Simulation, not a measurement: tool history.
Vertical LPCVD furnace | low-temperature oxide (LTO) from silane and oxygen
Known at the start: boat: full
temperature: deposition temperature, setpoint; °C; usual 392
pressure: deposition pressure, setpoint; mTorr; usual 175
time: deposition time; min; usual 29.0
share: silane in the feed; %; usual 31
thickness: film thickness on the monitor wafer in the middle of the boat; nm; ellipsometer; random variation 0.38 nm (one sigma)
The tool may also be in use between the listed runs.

| run | hour | temperature | pressure | time | share | read-back reference wafer on the same gauge, thickness | thickness |
|---|---|---|---|---|---|---|---|
| 1 | 0.0 | 392 | 175 | 29.0 | 31 | 106.02 | 121.39 |
| 2 | 46.3 | 392 | 175 | 29.0 | 31 | 106.01 | 121.80 |
| 3 | 76.6 | 392 | 175 | 29.0 | 28 | 106.04 | 104.39 |
| 4 | 146.6 | 392 | 175 | 29.0 | 28 | 105.98 | 104.00 |
| 5 | 174.9 | 392 | 175 | 29.0 | 28 | 105.97 | 104.28 |
| 6 | 205.2 | 392 | 175 | 29.0 | 31 | 105.97 | 121.91 |
| 7 | 240.5 | 392 | 175 | 29.0 | 31 | 105.98 | 121.20 |
| 8 | 286.9 | 392 | 175 | 29.0 | 31 | 105.98 | 121.73 |
| 9 | 350.2 | 387 | 190 | 29.0 | 31 | 106.00 | 123.58 |
| 10 | 376.2 | 387 | 190 | 29.0 | 31 | 105.90 | 124.87 |
| 11 | 425.6 | 387 | 190 | 29.0 | 31 | 106.01 | 124.21 |
| 12 | 467.0 | 392 | 175 | 29.0 | 31 | 106.04 | 121.47 |
| 13 | 501.6 | 392 | 175 | 29.0 | 31 | 106.11 | 120.81 |
| 14 | 530.5 | 396 | 175 | 19.0 | 36 | 106.05 | 105.73 |
| 15 | 581.6 | 392 | 200 | 29.0 | 35 | 105.91 | 169.93 |
| 16 | 647.8 | 403 | 200 | 23.5 | 26 | 105.96 | 100.84 |
| 17 | 702.2 | 392 | 175 | 23.5 | 31 | 106.10 | 99.89 |
| 18 | 746.3 | 404 | 175 | 24.0 | 31 | 106.05 | 118.68 |
| 19 | 827.7 | 383 | 175 | 29.0 | 31 | 105.98 | 110.89 |
| 20 | 839.1 | 400 | 195 | 29.0 | 36 | 106.01 | 189.00 |
| 21 | 893.4 | 392 | 175 | 29.0 | 31 | 105.99 | 124.67 |
| 22 | 947.5 | 383 | 190 | 35.5 | 31 | 105.87 | 147.94 |
| 23 | 1009.2 | 380 | 205 | 25.5 | 33 | 105.92 | 121.10 |
| 24 | 1068.3 | 380 | 195 | 29.0 | 27 | 106.01 | 96.09 |
| 25 | 1137.6 | 392 | 205 | 29.0 | 31 | 105.89 | 145.76 |
| 26 | 1183.1 | 392 | 175 | 29.0 | 35 | 105.86 | 146.10 |
| 27 | 1220.4 | 392 | 210 | 37.0 | 26 | 106.07 | 144.47 |
| 28 | 1276.1 | 392 | 175 | 29.0 | 31 | 106.08 | 122.90 |
| 29 | 1322.7 | 392 | 175 | 19.5 | 31 | 105.93 | 82.66 |
| 30 | 1382.4 | 403 | 175 | 22.5 | 31 | 105.92 | 108.79 |

Not shown: 4 entries that the log had between the listed runs. Between which runs, and how does the tool's hidden state differ before and after?
Between runs 13 and 14: pressure gauge zeroed (hour 528.9)
  true pressure minus gauge reading, mTorr: -5.87 -> 0.0327; deviation of the silane flow from its setpoint, %: -1.17 -> -1.22
  measured less the result without the state, thickness: -5.70 -> -1.09 nm
Between runs 18 and 19: thermocouples replaced and temperature profile calibrated (hour 803.3); silane flow controller replaced (hour 827.2)
  true pressure minus gauge reading, mTorr: -1.64 -> -2.14; deviation of the silane flow from its setpoint, %: -1.55 -> -0.177
  measured less the result without the state, thickness: -2.99 -> -1.58 nm
Between runs 22 and 23: gauge calibrated (hour 948.2)
  true pressure minus gauge reading, mTorr: -2.79 -> -3.08; deviation of the silane flow from its setpoint, %: -0.183 -> -0.191
  measured less the result without the state, thickness: -2.48 -> -2.07 nm
